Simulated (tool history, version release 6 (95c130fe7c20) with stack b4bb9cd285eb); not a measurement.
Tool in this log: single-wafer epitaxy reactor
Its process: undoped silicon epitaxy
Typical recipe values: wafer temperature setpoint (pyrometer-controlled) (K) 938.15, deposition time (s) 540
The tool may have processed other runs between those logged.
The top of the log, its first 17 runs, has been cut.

run,hour,wafer temperature setpoint (pyrometer-controlled) (K),deposition time (s),"read-back reference wafer on the same gauge, thickness_nm",mean film thickness on the monitor wafer (Å)
18,872.3,938.15,540,113.045,1288.39
19,917.4,938.15,540,113.098,1296.3
20,976.2,950.15,440,113.067,1398.03
21,1031.7,948.15,540,112.919,1631.16
# hour 1117.8: gauge calibrated
22,1150.5,926.15,540,113.096,959.98
23,1197,924.15,464,112.976,777.07
24,1248.3,927.15,540,113.183,979.24
25,1292.6,948.15,487,113,1465.85
26,1322.5,947.15,495,112.92,1450.03
27,1378.8,928.15,605,112.981,1117.55
28,1409.2,932.15,479,113.039,972.26
29,1448.5,930.15,487,112.955,936.76
30,1615.4,925.15,585,112.968,1000.62
31,1680.4,951.15,488,113.087,1554.91
32,1719.1,943.15,637,112.952,1681.78
33,1746.1,938.15,540,113.222,1259.44
34,1797.9,924.15,449,113.227,738.22
35,1861.7,938.15,540,112.987,1257.44
36,1924,938.15,540,113.013,1250.22
37,1961.6,938.15,540,113.051,1259.55
38,2013.4,928.15,634,112.95,1157.02

Consider 5 possible next runs. They are alternatives, not a sequence: every one starts from the tool as it was left by run 38. What does each give?
A,2014,938.15,458,?,?
B,2014,938.15,503,?,?
C,2014,938.15,494,?,?
D,2014,938.15,571,?,?
E,2014,938.15,597,?,?

run,"read-back reference wafer on the same gauge, thickness_nm",mean film thickness on the monitor wafer (Å)
A,113.121,1061.66
B,113.121,1165.97
C,113.121,1145.11
D,113.121,1323.6
E,113.121,1383.87
With the hidden condition removed and each run's random variation left untouched, the same runs would have given:
run,mean film thickness on the monitor wafer (Å)
A,1105.65
B,1214.28
C,1192.56
D,1378.44
E,1441.21

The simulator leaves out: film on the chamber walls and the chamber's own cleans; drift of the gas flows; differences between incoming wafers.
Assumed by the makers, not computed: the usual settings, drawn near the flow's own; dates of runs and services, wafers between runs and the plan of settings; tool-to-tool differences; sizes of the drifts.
